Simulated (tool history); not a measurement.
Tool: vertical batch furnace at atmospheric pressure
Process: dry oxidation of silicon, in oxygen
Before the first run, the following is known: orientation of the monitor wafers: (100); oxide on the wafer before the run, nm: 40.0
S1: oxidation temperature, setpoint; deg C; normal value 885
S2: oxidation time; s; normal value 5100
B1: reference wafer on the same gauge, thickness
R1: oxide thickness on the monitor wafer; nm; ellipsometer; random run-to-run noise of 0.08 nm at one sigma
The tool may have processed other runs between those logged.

run 1 hour=0.0 | S1=902 S2=5100 | B1=62.98 | R1=56.74
run 2 hour=28.1 | S1=902 S2=5100 | B1=63.00 | R1=56.79
run 3 hour=52.3 | S1=902 S2=5100 | B1=63.04 | R1=56.78
run 4 hour=69.4 | S1=877 S2=6030 | B1=62.95 | R1=53.83
run 5 hour=93.8 | S1=885 S2=6900 | B1=63.00 | R1=57.02
run 6 hour=197.1 | S1=885 S2=6900 | B1=62.98 | R1=57.20
run 7 hour=213.0 | S1=885 S2=5100 | B1=63.04 | R1=53.56
run 8 hour=238.6 | S1=885 S2=5100 | B1=63.00 | R1=53.53
run 9 hour=264.9 | S1=885 S2=5100 | B1=63.03 | R1=53.51
run 10 hour=292.8 | S1=885 S2=5100 | B1=63.00 | R1=53.58
run 11 hour=306.4 | S1=885 S2=5100 | B1=63.02 | R1=53.49
run 12 hour=334.7 | S1=885 S2=5100 | B1=62.99 | R1=53.67
-- hour=340.7 gauge calibrated
run 13 hour=359.1 | S1=885 S2=5100 | B1=62.34 | R1=53.08
-- hour=398.2 thermocouples replaced and temperature profile calibrated
run 14 hour=398.7 | S1=885 S2=5100 | B1=62.40 | R1=53.02
run 15 hour=421.0 | S1=863 S2=4200 | B1=62.44 | R1=48.57
run 16 hour=439.6 | S1=903 S2=3090 | B1=62.47 | R1=51.06
run 17 hour=457.0 | S1=885 S2=5100 | B1=62.49 | R1=53.20
run 18 hour=487.9 | S1=900 S2=2970 | B1=62.55 | R1=50.48
-- hour=562.6 boat lift adjusted
run 19 hour=580.4 | S1=877 S2=6030 | B1=62.65 | R1=53.51

Run 20 is up next; what results do you expect?
run 20 hour=606.3 | S1=910 S2=6480 | B1=? | R1=?

B1: 62.63
R1: 62.27 nm
If the tool had no hidden condition, the same run with the same run-to-run variation would have returned R1 62.02 nm.
